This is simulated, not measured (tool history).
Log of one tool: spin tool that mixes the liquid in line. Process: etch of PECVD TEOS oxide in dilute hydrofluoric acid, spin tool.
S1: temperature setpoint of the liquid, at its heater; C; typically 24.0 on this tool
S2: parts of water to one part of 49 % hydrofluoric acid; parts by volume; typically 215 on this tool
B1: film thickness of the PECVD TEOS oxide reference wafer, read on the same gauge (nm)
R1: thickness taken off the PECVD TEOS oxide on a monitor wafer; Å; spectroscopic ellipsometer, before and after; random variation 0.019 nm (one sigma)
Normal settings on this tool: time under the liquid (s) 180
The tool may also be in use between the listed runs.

{"run": 1, "hour": 0.0, "S1": 24.0, "S2": 215, "time under the liquid (s)": 180, "B1": 39.96, "R1": 68.6}
{"run": 2, "hour": 16.4, "S1": 24.0, "S2": 295, "time under the liquid (s)": 180, "B1": 40.05, "R1": 45.9}
{"run": 3, "hour": 29.7, "S1": 24.0, "S2": 295, "time under the liquid (s)": 180, "B1": 40.03, "R1": 45.7}
{"run": 4, "hour": 38.8, "S1": 24.0, "S2": 295, "time under the liquid (s)": 180, "B1": 39.99, "R1": 45.6}
{"hour": 49.1, "done": "gauge calibrated"}
{"run": 5, "hour": 53.2, "S1": 25.5, "S2": 215, "time under the liquid (s)": 180, "B1": 40.01, "R1": 71.6}
{"hour": 63.6, "done": "hydrofluoric acid flow meter replaced"}
{"run": 6, "hour": 64.1, "S1": 25.5, "S2": 215, "time under the liquid (s)": 180, "B1": 40.03, "R1": 79.6}
{"run": 7, "hour": 75.8, "S1": 24.0, "S2": 215, "time under the liquid (s)": 180, "B1": 40.01, "R1": 75.2}
{"run": 8, "hour": 92.6, "S1": 24.0, "S2": 215, "time under the liquid (s)": 180, "B1": 39.97, "R1": 75.4}

Run 9 is up next; what results do you expect?
{"run": 9, "hour": 99.1, "S1": 24.0, "S2": 215, "time under the liquid (s)": 210, "B1": "?", "R1": "?"}

B1: 40.00
R1: 87.6 Å
With the hidden condition absent and the run-to-run variation left alone, this run would have shown R1 97.3 Å.
